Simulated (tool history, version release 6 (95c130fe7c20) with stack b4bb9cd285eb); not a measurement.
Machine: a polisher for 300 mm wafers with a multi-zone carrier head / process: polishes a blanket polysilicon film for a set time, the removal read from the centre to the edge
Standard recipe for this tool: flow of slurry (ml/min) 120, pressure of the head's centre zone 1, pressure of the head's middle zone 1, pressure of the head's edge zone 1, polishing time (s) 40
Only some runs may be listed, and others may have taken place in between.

| run | hour | flow of slurry (ml/min) | pressure of the head's centre zone | pressure of the head's middle zone | pressure of the head's edge zone | polishing time (s) | incoming thickness of the incoming film, nm | film removed at the wafer's centre (nm) | film removed at mid-radius (nm) | film removed at the wafer's edge (nm) |
|---|---|---|---|---|---|---|---|---|---|---|
| 1 | 0 | 120 | 1.03 | 1 | 1 | 40 | 1379.9 | 172.5 | 172.3 | 163.7 |
| 2 | 33.6 | 120 | 1 | 0.97 | 1 | 49 | 1362.9 | 206.4 | 202 | 203.3 |
|  | 51.6 | worn pad replaced by a new one |
| 3 | 75.7 | 120 | 1 | 0.97 | 1 | 49 | 1369.6 | 224.5 | 224.1 | 221.5 |
| 4 | 138.8 | 120 | 1.03 | 1 | 1 | 40 | 1367.3 | 180.8 | 182 | 174.9 |
| 5 | 172.9 | 155 | 1.09 | 1 | 1 | 31 | 1372.9 | 149.8 | 138.1 | 139.9 |
| 6 | 205.2 | 95 | 1.07 | 0.89 | 1 | 29 | 1352 | 120.1 | 106.9 | 117.1 |
|  | 209.6 | slurry nozzle cleaned |
| 7 | 259.6 | 120 | 1.04 | 1 | 0.97 | 40 | 1344.1 | 185.4 | 176.1 | 166.5 |
| 8 | 328.8 | 110 | 1 | 1 | 1.05 | 44 | 1375.2 | 184.5 | 190.4 | 184.2 |
| 9 | 371.2 | 120 | 1 | 1 | 1.07 | 33 | 1388.2 | 141.2 | 142.3 | 140.7 |
|  | 379.3 | worn pad replaced by a new one |
| 10 | 428.8 | 100 | 1 | 1.04 | 1 | 48 | 1376 | 207 | 223.1 | 211.5 |
|  | 439.3 | centre zone pressure recalibrated |
| 11 | 483.3 | 120 | 1.12 | 1 | 0.96 | 27 | 1371.9 | 132.3 | 120.1 | 113.9 |
| 12 | 520 | 120 | 0.97 | 1.05 | 1 | 40 | 1358 | 163.3 | 178 | 171.7 |
|  | 559.6 | slurry nozzle cleaned |
| 13 | 567.2 | 145 | 1.09 | 1 | 0.95 | 40 | 1368.7 | 199.8 | 186.4 | 173.3 |
|  | 585.6 | edge zone pressure recalibrated |
| 14 | 634.3 | 120 | 1 | 1 | 1.07 | 47 | 1369.7 | 201.6 | 211.9 | 206.5 |
| 15 | 696.8 | 120 | 1 | 1 | 1 | 40 | 1369.5 | 172.7 | 173.6 | 170.7 |
| 16 | 725.4 | 160 | 0.88 | 1.06 | 1 | 40 | 1372 | 157.4 | 187.8 | 169.3 |
| 17 | 773 | 120 | 1 | 1 | 1 | 40 | 1371.8 | 168.2 | 171.5 | 166.8 |
|  | 785 | worn pad replaced by a new one |
| 18 | 801 | 120 | 1 | 1 | 1 | 40 | 1370.7 | 186.1 | 188.5 | 183.6 |
| 19 | 865.6 | 120 | 0.92 | 0.94 | 0.89 | 36 | 1379.5 | 142 | 150 | 149.9 |
| 20 | 893.3 | 120 | 1 | 1 | 1 | 40 | 1347.9 | 168 | 171.4 | 169.2 |
|  | 921.8 | slurry nozzle cleaned |
| 21 | 957.4 | 120 | 0.96 | 1.05 | 1 | 40 | 1375.3 | 171.3 | 189.7 | 177.6 |
|  | 963.6 | centre zone pressure recalibrated |
| 22 | 1012.8 | 120 | 1.12 | 1 | 0.96 | 27 | 1371.4 | 132.6 | 122.4 | 112.3 |
| 23 | 1081.9 | 140 | 1 | 1 | 1 | 32 | 1398.5 | 140.9 | 142.7 | 137.2 |

Branching from run 23: 3 alternative next runs. What would each branch give?
| A | 1082.3 | 120 | 1 | 0.96 | 1 | 40 | 1341.7 | ? | ? | ? |
| B | 1082.3 | 100 | 1 | 1 | 0.97 | 40 | 1341.7 | ? | ? | ? |
| C | 1082.3 | 105 | 1 | 0.9 | 0.89 | 33 | 1341.7 | ? | ? | ? |

| run | film removed at the wafer's centre (nm) | film removed at mid-radius (nm) | film removed at the wafer's edge (nm) |
|---|---|---|---|
| A | 171.6 | 168.1 | 169.7 |
| B | 165.5 | 168.4 | 164.1 |
| C | 137.8 | 128.4 | 132.3 |
Take away the tool's hidden state, keep each run's random variation, and the runs would have read:
| run | film removed at the wafer's centre (nm) | film removed at mid-radius (nm) | film removed at the wafer's edge (nm) |
|---|---|---|---|
| A | 195.3 | 190.9 | 191.9 |
| B | 188.7 | 191.7 | 185.8 |
| C | 157 | 146 | 149.8 |
